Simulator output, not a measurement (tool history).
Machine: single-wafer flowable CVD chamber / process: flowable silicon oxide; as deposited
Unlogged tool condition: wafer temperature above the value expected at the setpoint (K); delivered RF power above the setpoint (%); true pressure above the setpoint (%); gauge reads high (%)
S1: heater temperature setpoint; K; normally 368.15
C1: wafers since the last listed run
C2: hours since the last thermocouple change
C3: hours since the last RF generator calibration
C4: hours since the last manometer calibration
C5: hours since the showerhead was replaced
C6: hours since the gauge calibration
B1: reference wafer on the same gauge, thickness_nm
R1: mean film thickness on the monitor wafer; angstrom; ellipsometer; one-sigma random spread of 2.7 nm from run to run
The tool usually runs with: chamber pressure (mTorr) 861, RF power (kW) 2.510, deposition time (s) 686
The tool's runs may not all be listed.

{"run": 1, "hour": 0.0, "S1": 368.15, "chamber pressure (mTorr)": 861, "RF power (kW)": 2.51, "deposition time (s)": 686, "C1": 0, "C2": 2417.9, "C3": 1975.9, "C4": 2338.2, "C5": 3346.6, "C6": 27.0, "B1": 611.062, "R1": 4975.11}
{"run": 2, "hour": 8.2, "S1": 368.15, "chamber pressure (mTorr)": 861, "RF power (kW)": 2.51, "deposition time (s)": 686, "C1": 28, "C2": 2426.1, "C3": 1984.1, "C4": 2346.4, "C5": 3354.8, "C6": 35.2, "B1": 611.232, "R1": 4967.75}
{"run": 3, "hour": 22.5, "S1": 377.15, "chamber pressure (mTorr)": 861, "RF power (kW)": 2.89, "deposition time (s)": 686, "C1": 49, "C2": 2440.4, "C3": 1998.4, "C4": 2360.7, "C5": 3369.1, "C6": 49.5, "B1": 610.579, "R1": 3593.93}
{"run": 4, "hour": 34.3, "S1": 377.15, "chamber pressure (mTorr)": 861, "RF power (kW)": 2.89, "deposition time (s)": 686, "C1": 40, "C2": 2452.2, "C3": 2010.2, "C4": 2372.5, "C5": 3380.9, "C6": 61.3, "B1": 610.412, "R1": 3580.83}
{"run": 5, "hour": 71.4, "S1": 368.15, "chamber pressure (mTorr)": 861, "RF power (kW)": 2.235, "deposition time (s)": 686, "C1": 128, "C2": 2489.3, "C3": 2047.3, "C4": 2409.6, "C5": 3418.0, "C6": 98.4, "B1": 611.229, "R1": 4932.15}
{"run": 6, "hour": 81.6, "S1": 368.15, "chamber pressure (mTorr)": 861, "RF power (kW)": 2.27, "deposition time (s)": 634, "C1": 35, "C2": 2499.5, "C3": 2057.5, "C4": 2419.8, "C5": 3428.2, "C6": 108.6, "B1": 611.019, "R1": 4560.65}
{"run": 7, "hour": 88.6, "S1": 368.15, "chamber pressure (mTorr)": 861, "RF power (kW)": 2.27, "deposition time (s)": 634, "C1": 24, "C2": 2506.5, "C3": 2064.5, "C4": 2426.8, "C5": 3435.2, "C6": 115.6, "B1": 611.835, "R1": 4570.04}
{"hour": 99.9, "done": "capacitance manometer re-zeroed and calibrated"}
{"hour": 100.0, "done": "RF generator calibrated"}
{"run": 8, "hour": 100.4, "S1": 368.15, "chamber pressure (mTorr)": 861, "RF power (kW)": 2.27, "deposition time (s)": 634, "C1": 12, "C2": 2518.3, "C3": 0.4, "C4": 0.5, "C5": 3447.0, "C6": 127.4, "B1": 611.32, "R1": 4506.77}
{"hour": 109.6, "done": "showerhead replaced"}
{"run": 9, "hour": 110.1, "S1": 368.15, "chamber pressure (mTorr)": 861, "RF power (kW)": 2.51, "deposition time (s)": 686, "C1": 5, "C2": 2528.0, "C3": 10.1, "C4": 10.2, "C5": 0.5, "C6": 137.1, "B1": 611.824, "R1": 4959.53}
{"run": 10, "hour": 115.6, "S1": 368.15, "chamber pressure (mTorr)": 861, "RF power (kW)": 2.51, "deposition time (s)": 686, "C1": 19, "C2": 2533.5, "C3": 15.6, "C4": 15.7, "C5": 6.0, "C6": 142.6, "B1": 611.288, "R1": 5000.36}
{"run": 11, "hour": 127.3, "S1": 368.15, "chamber pressure (mTorr)": 861, "RF power (kW)": 2.89, "deposition time (s)": 686, "C1": 40, "C2": 2545.2, "C3": 27.3, "C4": 27.4, "C5": 17.7, "C6": 154.3, "B1": 611.94, "R1": 5097.4}
{"run": 12, "hour": 137.0, "S1": 368.15, "chamber pressure (mTorr)": 861, "RF power (kW)": 2.89, "deposition time (s)": 686, "C1": 33, "C2": 2554.9, "C3": 37.0, "C4": 37.1, "C5": 27.4, "C6": 164.0, "B1": 609.797, "R1": 5082.37}
{"hour": 164.3, "done": "thermocouple changed; heater temperature recalibrated"}
{"run": 13, "hour": 172.5, "S1": 368.15, "chamber pressure (mTorr)": 861, "RF power (kW)": 2.89, "deposition time (s)": 686, "C1": 95, "C2": 8.2, "C3": 72.5, "C4": 72.6, "C5": 62.9, "C6": 199.5, "B1": 611.402, "R1": 4544.98}
{"run": 14, "hour": 186.1, "S1": 368.15, "chamber pressure (mTorr)": 861, "RF power (kW)": 2.51, "deposition time (s)": 686, "C1": 46, "C2": 21.8, "C3": 86.1, "C4": 86.2, "C5": 76.5, "C6": 213.1, "B1": 610.833, "R1": 4507.82}
{"run": 15, "hour": 199.1, "S1": 368.15, "chamber pressure (mTorr)": 671, "RF power (kW)": 2.94, "deposition time (s)": 814, "C1": 44, "C2": 34.8, "C3": 99.1, "C4": 99.2, "C5": 89.5, "C6": 226.1, "B1": 611.733, "R1": 4193.66}
{"run": 16, "hour": 208.5, "S1": 363.15, "chamber pressure (mTorr)": 861, "RF power (kW)": 2.51, "deposition time (s)": 686, "C1": 32, "C2": 44.2, "C3": 108.5, "C4": 108.6, "C5": 98.9, "C6": 235.5, "B1": 612.245, "R1": 5438.0}
{"run": 17, "hour": 218.3, "S1": 368.15, "chamber pressure (mTorr)": 861, "RF power (kW)": 2.51, "deposition time (s)": 686, "C1": 33, "C2": 54.0, "C3": 118.3, "C4": 118.4, "C5": 108.7, "C6": 245.3, "B1": 610.873, "R1": 4478.01}
{"run": 18, "hour": 235.7, "S1": 368.15, "chamber pressure (mTorr)": 861, "RF power (kW)": 2.83, "deposition time (s)": 598, "C1": 60, "C2": 71.4, "C3": 135.7, "C4": 135.8, "C5": 126.1, "C6": 262.7, "B1": 610.353, "R1": 3933.82}
{"hour": 246.4, "done": "thermocouple changed; heater temperature recalibrated, repeated, since the last time left the tool worse"}
{"run": 19, "hour": 246.9, "S1": 368.15, "chamber pressure (mTorr)": 861, "RF power (kW)": 2.975, "deposition time (s)": 686, "C1": 11, "C2": 0.5, "C3": 146.9, "C4": 147.0, "C5": 137.3, "C6": 273.9, "B1": 611.144, "R1": 5875.87}
{"run": 20, "hour": 252.8, "S1": 381.15, "chamber pressure (mTorr)": 861, "RF power (kW)": 2.51, "deposition time (s)": 686, "C1": 20, "C2": 6.4, "C3": 152.8, "C4": 152.9, "C5": 143.2, "C6": 279.8, "B1": 610.503, "R1": 3551.93}
{"run": 21, "hour": 260.3, "S1": 379.15, "chamber pressure (mTorr)": 861, "RF power (kW)": 2.51, "deposition time (s)": 721, "C1": 25, "C2": 13.9, "C3": 160.3, "C4": 160.4, "C5": 150.7, "C6": 287.3, "B1": 611.05, "R1": 3994.98}
{"run": 22, "hour": 269.3, "S1": 357.15, "chamber pressure (mTorr)": 861, "RF power (kW)": 2.51, "deposition time (s)": 626, "C1": 31, "C2": 22.9, "C3": 169.3, "C4": 169.4, "C5": 159.7, "C6": 296.3, "B1": 610.677, "R1": 7721.8}
{"hour": 282.7, "done": "gauge calibrated"}
{"run": 23, "hour": 285.9, "S1": 382.15, "chamber pressure (mTorr)": 861, "RF power (kW)": 2.51, "deposition time (s)": 750, "C1": 57, "C2": 39.5, "C3": 185.9, "C4": 186.0, "C5": 176.3, "C6": 3.2, "B1": 611.038, "R1": 3726.23}
{"run": 24, "hour": 299.4, "S1": 368.15, "chamber pressure (mTorr)": 789, "RF power (kW)": 2.51, "deposition time (s)": 686, "C1": 46, "C2": 53.0, "C3": 199.4, "C4": 199.5, "C5": 189.8, "C6": 16.7, "B1": 611.65, "R1": 5238.36}
{"run": 25, "hour": 317.2, "S1": 376.15, "chamber pressure (mTorr)": 861, "RF power (kW)": 2.51, "deposition time (s)": 686, "C1": 61, "C2": 70.8, "C3": 217.2, "C4": 217.3, "C5": 207.6, "C6": 34.5, "B1": 611.215, "R1": 4240.3}
{"run": 26, "hour": 330.4, "S1": 368.15, "chamber pressure (mTorr)": 861, "RF power (kW)": 2.51, "deposition time (s)": 628, "C1": 45, "C2": 84.0, "C3": 230.4, "C4": 230.5, "C5": 220.8, "C6": 47.7, "B1": 610.953, "R1": 5193.37}
{"run": 27, "hour": 340.9, "S1": 374.15, "chamber pressure (mTorr)": 861, "RF power (kW)": 2.83, "deposition time (s)": 577, "C1": 36, "C2": 94.5, "C3": 240.9, "C4": 241.0, "C5": 231.3, "C6": 58.2, "B1": 610.836, "R1": 3869.97}
{"run": 28, "hour": 353.2, "S1": 368.15, "chamber pressure (mTorr)": 861, "RF power (kW)": 2.51, "deposition time (s)": 686, "C1": 42, "C2": 106.8, "C3": 253.2, "C4": 253.3, "C5": 243.6, "C6": 70.5, "B1": 610.927, "R1": 5628.87}
{"run": 29, "hour": 367.0, "S1": 368.15, "chamber pressure (mTorr)": 861, "RF power (kW)": 2.51, "deposition time (s)": 686, "C1": 47, "C2": 120.6, "C3": 267.0, "C4": 267.1, "C5": 257.4, "C6": 84.3, "B1": 611.352, "R1": 5620.62}

3 ways to go on from here, each from the tool as it stands after run 29. What would each give?
{"run": "A", "hour": 367.6, "S1": 368.15, "chamber pressure (mTorr)": 861, "RF power (kW)": 2.51, "deposition time (s)": 686, "C1": 2, "C2": 121.2, "C3": 267.6, "C4": 267.7, "C5": 258.0, "C6": 84.9, "B1": "?", "R1": "?"}
{"run": "B", "hour": 367.6, "S1": 377.15, "chamber pressure (mTorr)": 763, "RF power (kW)": 2.655, "deposition time (s)": 625, "C1": 2, "C2": 121.2, "C3": 267.6, "C4": 267.7, "C5": 258.0, "C6": 84.9, "B1": "?", "R1": "?"}
{"run": "C", "hour": 367.6, "S1": 368.15, "chamber pressure (mTorr)": 945, "RF power (kW)": 2.51, "deposition time (s)": 686, "C1": 2, "C2": 121.2, "C3": 267.6, "C4": 267.7, "C5": 258.0, "C6": 84.9, "B1": "?", "R1": "?"}

run=A B1=611.300 R1=5695.54
run=B B1=611.300 R1=3291.84
run=C B1=611.300 R1=6240.66
Had the tool no hidden state, the same runs would have come out as:
run=A R1=5735.53
run=B R1=3315.04
run=C R1=6284.48

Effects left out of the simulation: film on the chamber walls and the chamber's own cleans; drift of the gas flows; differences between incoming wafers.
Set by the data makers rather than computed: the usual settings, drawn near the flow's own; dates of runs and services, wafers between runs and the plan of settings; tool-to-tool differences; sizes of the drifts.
